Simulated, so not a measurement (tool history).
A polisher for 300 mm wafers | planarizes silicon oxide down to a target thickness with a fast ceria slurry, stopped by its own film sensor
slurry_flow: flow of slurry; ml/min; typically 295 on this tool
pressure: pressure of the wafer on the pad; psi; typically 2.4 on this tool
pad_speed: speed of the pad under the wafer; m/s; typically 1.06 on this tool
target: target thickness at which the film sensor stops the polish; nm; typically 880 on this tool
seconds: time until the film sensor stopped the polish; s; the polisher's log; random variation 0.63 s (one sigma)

run,day,slurry_flow,pressure,pad_speed,target,wafers since the last listed run,wafers polished on this pad,hours since the slurry nozzle was cleaned,hours since the head pressure was calibrated,"incoming thickness of the incoming film, nm",seconds
1,0,295,2.9,1.06,880,0,1433,212.7,475.2,1504.2,41.5
2,1.229,295,2.4,1.36,1012,280,1713,242.2,504.7,1530.8,31.2
3,2.538,295,2.4,1.06,880,298,2011,273.6,536.1,1528.3,50.5
# day 2.85: worn pad replaced by a new one
4,3.271,295,2.4,1.06,880,129,95,291.2,553.7,1532.3,45.8
5,4.579,295,2.4,1.06,880,298,393,322.6,585.1,1534.7,48.2
6,5.117,295,2.4,1.06,880,122,516,335.5,598,1519.4,46.3
7,5.825,295,2.4,1.06,880,161,677,352.5,615,1502.8,45.8
8,6.871,215,2.6,1.06,880,238,915,377.6,640.1,1541,45.5
9,7.975,215,2.6,1.06,880,251,1167,404.1,666.6,1512.5,44
10,8.658,215,2.6,1.06,880,155,1323,420.5,683,1519.3,47
11,10.962,235,2.4,1.06,880,524,1848,475.8,738.3,1526.9,52.8
# day 11.488: worn pad replaced by a new one
# day 12.175: head pressure recalibrated
12,12.196,235,2.4,1.06,880,224,142,505.4,0.5,1531.3,45.2
13,13.65,295,2.4,1.06,880,331,473,540.3,35.4,1510,43.2
14,14.454,295,2.4,1.06,880,183,656,559.6,54.7,1492.2,43.8
15,15.371,295,2.4,1.06,880,208,865,581.6,76.7,1546.3,47.4
16,16.7,330,2.4,0.8,880,302,1168,613.5,108.6,1532.6,60.9
17,17.6,330,2.4,0.8,880,205,1373,635.1,130.2,1522.3,60.6
# day 18.092: slurry nozzle cleaned
18,18.925,345,1.8,0.88,756,292,1665,20,162,1519.1,82.2
19,20.15,390,2.4,1.06,880,279,1944,49.4,191.4,1548.8,50
# day 20.675: worn pad replaced by a new one
20,24.35,295,1.6,1.06,880,918,836,150.2,292.2,1514.5,59
21,24.858,295,2.4,1.4,753,115,952,162.4,304.4,1530.8,42.3
22,26.129,295,2.4,1.06,1045,289,1242,192.9,334.9,1520.4,33.5
23,26.779,355,2.4,1.06,880,148,1390,208.5,350.5,1529.8,47.9
24,27.446,335,2.4,1.06,880,151,1542,224.5,366.5,1488.3,45.5
25,28.783,295,2.4,1.06,880,304,1846,256.6,398.6,1518.3,48.5
26,29.633,295,2.4,1.06,880,193,2040,277,419,1509,49.8
27,30.504,295,1.9,1.06,880,198,2239,297.9,439.9,1503.8,58.4
# day 30.812: worn pad replaced by a new one
28,31.004,295,2.4,1.06,880,75,43,309.9,451.9,1531,45.5
29,31.942,370,2.4,1.06,880,213,257,332.4,474.4,1519.6,43.2
30,32.729,295,1.7,1.06,880,179,436,351.3,493.3,1516.4,56.7
31,34.15,215,2.6,1.06,880,323,760,385.4,527.4,1532.6,45.1
32,34.838,295,2.7,0.94,785,156,916,401.9,543.9,1514.9,54.4
33,36.1,295,2.4,1.06,762,287,1204,432.2,574.2,1504.8,53.6
34,37.012,295,2.4,1.06,880,207,1412,454.1,596.1,1526,49.4
35,38.004,395,1.9,0.76,729,225,1638,477.9,619.9,1512.3,96.1
# day 38.829: worn pad replaced by a new one
36,39.475,330,2.4,0.92,880,297,147,513.2,655.2,1503.3,50.4
37,40.275,390,2.1,1.06,880,182,329,532.4,674.4,1528.2,50.6
38,41.079,215,2.6,1.06,880,183,512,551.7,693.7,1500.5,43.4

Below, some changes in seconds between adjacent runs. For each, the amount present without the hidden state too (settings, incoming material, random variation) and the amount remaining for the hidden state with gauge scatter not shared by both compared results:
Hidden state at play: removal rate lost through wear of the pad, %; slurry flow missing at the pad, %; deviation of the head's pressure from its setpoint, %.
Run 11 -> 12: worn pad replaced by a new one, head pressure recalibrated. seconds -7.6 s: hidden state -7.1, all else -0.5.
Run 18 -> 19: slurry_flow 345 -> 390, pressure 1.8 -> 2.4, pad_speed 0.88 -> 1.06, target 756 -> 880. seconds -32.2 s: hidden state -1.3, all else -30.9.
Run 27 -> 28: pressure 1.9 -> 2.4, worn pad replaced by a new one. seconds -12.9 s: hidden state -8.4, all else -4.5.
Run 34 -> 35: slurry_flow 295 -> 395, pressure 2.4 -> 1.9, pad_speed 1.06 -> 0.76, target 880 -> 729. seconds +46.7 s: hidden state +6, all else +40.7.
Run 35 -> 36: slurry_flow 395 -> 330, pressure 1.9 -> 2.4, pad_speed 0.76 -> 0.92, target 729 -> 880, worn pad replaced by a new one. seconds -45.7 s: hidden state -8.5, all else -37.2.

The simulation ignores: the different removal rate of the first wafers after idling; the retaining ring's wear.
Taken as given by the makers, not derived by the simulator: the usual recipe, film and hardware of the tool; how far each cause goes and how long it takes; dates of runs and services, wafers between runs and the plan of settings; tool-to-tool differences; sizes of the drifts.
